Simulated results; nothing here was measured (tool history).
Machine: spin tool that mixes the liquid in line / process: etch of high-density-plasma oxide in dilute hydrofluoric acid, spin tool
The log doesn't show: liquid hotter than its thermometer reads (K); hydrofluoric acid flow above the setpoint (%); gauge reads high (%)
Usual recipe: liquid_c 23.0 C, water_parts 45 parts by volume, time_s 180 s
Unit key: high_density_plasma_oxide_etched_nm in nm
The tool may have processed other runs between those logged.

run     day  liquid_c  water_parts  time_s  wafers since the last listed run  hours since the thermometer was replaced  hours since the hydrofluoric acid flow meter was replaced  hours since the gauge calibration  read-back film thickness of the high-density-plasma oxide reference wafer, read on the same gauge (nm)  high_density_plasma_oxide_etched_nm
  1   0.000      23.0           45     180                                 0                                     406.8                                                     1013.5                             1283.1                                                                                                  112.73                                29.95
  2   4.146      23.0           45     180                               769                                     506.3                                                     1113.0                             1382.6                                                                                                  113.13                                29.98
      5.008  -- hydrofluoric acid flow meter replaced
  3   7.804      23.0           45     115                               671                                     594.1                                                       67.1                             1470.4                                                                                                  113.55                                19.43
  4  10.100      25.0           35     180                               425                                     649.2                                                      122.2                             1525.5                                                                                                  113.78                                42.99
  5  13.658      25.0           35     180                               660                                     734.6                                                      207.6                             1610.9                                                                                                  114.22                                43.93
  6  15.583      27.0           45     180                               357                                     780.8                                                      253.8                             1657.1                                                                                                  114.44                                35.84
     17.254  -- thermometer replaced
  7  17.983      27.0           45     180                               437                                      17.5                                                      311.4                             1714.7                                                                                                  114.75                                36.17
  8  21.375      27.0           45     180                               629                                      98.9                                                      392.8                             1796.1                                                                                                  115.19                                36.47
  9  25.217      23.0           45     180                               712                                     191.1                                                      485.0                             1888.3                                                                                                  115.75                                30.81
 10  28.379      20.0           45     265                               586                                     267.0                                                      560.9                             1964.2                                                                                                  116.16                                40.29
     39.125  -- gauge calibrated
 11  39.292      20.0           45     265                              2024                                     528.9                                                      822.8                                4.0                                                                                                  110.68                                38.69
 12  43.525      20.0           45     265                               785                                     630.5                                                      924.4                              105.6                                                                                                  110.72                                38.36
 13  45.212      23.0           30      85                               313                                     671.0                                                      964.9                              146.1                                                                                                  110.69                                21.28
 14  48.883      27.0           55      75                               681                                     759.1                                                     1053.0                              234.2                                                                                                  110.80                                11.81
 15  51.888      27.0           45     180                               557                                     831.2                                                     1125.1                              306.3                                                                                                  110.85                                35.25
     53.258  -- hydrofluoric acid flow meter replaced
     53.871  -- thermometer replaced
 16  56.304      19.0           60     180                               804                                      58.4                                                       73.1                              412.3                                                                                                  110.94                                18.45
 17  60.254      19.0           25     100                               732                                     153.2                                                      167.9                              507.1                                                                                                  111.10                                25.93
 18  61.971      26.0           65     275                               318                                     194.4                                                      209.1                              548.3                                                                                                  111.19                                34.90
 19  65.212      26.0           65     275                               601                                     272.2                                                      286.9                              626.1                                                                                                  111.30                                35.05
 20  71.425      23.0           60     220                              1152                                     421.3                                                      436.0                              775.2                                                                                                  111.64                                26.88
 21  73.838      23.0           45     285                               447                                     479.2                                                      493.9                              833.1                                                                                                  111.78                                47.27
 22  76.525      19.0           45     180                               498                                     543.7                                                      558.4                              897.6                                                                                                  111.96                                25.38
     83.542  -- thermometer replaced
 23  85.350      25.0           55     125                              1629                                      43.4                                                      770.2                             1109.4                                                                                                  112.61                                18.31
 24  89.208      23.0           45     220                               715                                     136.0                                                      862.8                             1202.0                                                                                                  112.96                                37.17

Each row is a separate what-if for the run after 24, all from the same tool condition, not one after another. Results?
  A  89.229      18.5           45     180                                 3                                     136.5                                                      863.3                             1202.5                                                                                                       ?                                    ?
  B  89.229      21.0           45     125                                 3                                     136.5                                                      863.3                             1202.5                                                                                                       ?                                    ?
  C  89.229      20.5           55     180                                 3                                     136.5                                                      863.3                             1202.5                                                                                                       ?                                    ?

run  read-back film thickness of the high-density-plasma oxide reference wafer, read on the same gauge (nm)  high_density_plasma_oxide_etched_nm
  A                                                                                                  112.97                                24.91
  B                                                                                                  112.97                                19.25
  C                                                                                                  112.97                                21.93
What these runs would have given with no unlogged condition in the tool:
run  high_density_plasma_oxide_etched_nm
  A                                24.25
  B                                18.74
  C                                21.36
